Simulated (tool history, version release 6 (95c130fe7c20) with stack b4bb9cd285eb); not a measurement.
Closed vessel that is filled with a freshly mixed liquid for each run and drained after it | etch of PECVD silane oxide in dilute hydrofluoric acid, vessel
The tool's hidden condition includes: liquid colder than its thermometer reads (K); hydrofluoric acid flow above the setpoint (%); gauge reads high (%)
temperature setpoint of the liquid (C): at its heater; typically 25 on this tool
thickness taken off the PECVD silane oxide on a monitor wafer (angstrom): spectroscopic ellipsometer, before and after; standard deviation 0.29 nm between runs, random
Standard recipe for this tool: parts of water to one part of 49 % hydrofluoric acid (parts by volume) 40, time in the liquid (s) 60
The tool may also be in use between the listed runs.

run     day  temperature setpoint of the liquid (C)  parts of water to one part of 49 % hydrofluoric acid (parts by volume)  time in the liquid (s)  wafers since the last listed run  hours since the thermometer was replaced  hours since the hydrofluoric acid flow meter was replaced  hours since the gauge calibration  read-back film thickness of the PECVD silane oxide reference wafer, read on the same gauge (nm)  thickness taken off the PECVD silane oxide on a monitor wafer (angstrom)
  1       0                                      25                                                                      40                      60                                 0                                     863.3                                                      570.4                              130.2                                                                                              100                                                                     795.7
  2   1.808                                      25                                                                      40                      60                              3052                                     906.7                                                      613.8                              173.6                                                                                            99.99                                                                     786.7
  3   3.221                                    23.5                                                                      40                      60                              2384                                     940.6                                                      647.7                              207.5                                                                                            99.97                                                                     743.2
  4   4.325                                      25                                                                      40                      60                              1863                                     967.1                                                      674.2                                234                                                                                           100.03                                                                     789.9
  5   5.325                                      25                                                                      40                      60                              1687                                     991.1                                                      698.2                                258                                                                                            99.98                                                                     791.9
  6     6.7                                      25                                                                      25                      40                              2320                                    1024.1                                                      731.2                                291                                                                                              100                                                                     866.7
  7   8.058                                      24                                                                      40                      75                              2292                                    1056.7                                                      763.8                              323.6                                                                                           100.05                                                                       949
      8.142  -- hydrofluoric acid flow meter replaced
  8   8.596                                      24                                                                      40                      60                               836                                    1069.6                                                       10.9                              336.5                                                                                            99.99                                                                     764.8
  9   9.629                                      24                                                                      40                      60                              1744                                    1094.4                                                       35.7                              361.3                                                                                            99.94                                                                     759.7
 10  10.646                                    21.5                                                                      35                      45                              1716                                    1118.8                                                       60.1                              385.7                                                                                            99.98                                                                     592.3
     11.121  -- thermometer replaced
     11.162  -- gauge calibrated
 11  11.683                                      28                                                                      55                      95                              1680                                      13.5                                                         85                               12.5                                                                                            99.96                                                                    1000.9
 12    12.3                                    20.5                                                                      25                      60                              1040                                      28.3                                                       99.8                               27.3                                                                                              100                                                                      1068
 13  13.283                                      24                                                                      40                      60                              1659                                      51.9                                                      123.4                               50.9                                                                                           100.02                                                                     757.7
 14  14.421                                      28                                                                      50                      30                              1920                                      79.2                                                      150.7                               78.2                                                                                              100                                                                     351.9
 15  15.338                                    22.5                                                                      40                      80                              1547                                     101.2                                                      172.7                              100.2                                                                                            99.99                                                                     953.9
 16  16.708                                      25                                                                      20                      95                              2313                                     134.1                                                      205.6                              133.1                                                                                           100.01                                                                    2579.8
 17  17.567                                    29.5                                                                      35                      70                              1448                                     154.7                                                      226.2                              153.7                                                                                              100                                                                    1271.7
 18  18.858                                      23                                                                      25                      60                              2180                                     185.7                                                      257.2                              184.7                                                                                              100                                                                    1186.5

Give the tool's hidden conditions for every run:
liquid colder than its thermometer reads (K): 0 at every run
hydrofluoric acid flow above the setpoint (%): 0 at every run
gauge reads high (%): 0 at every run
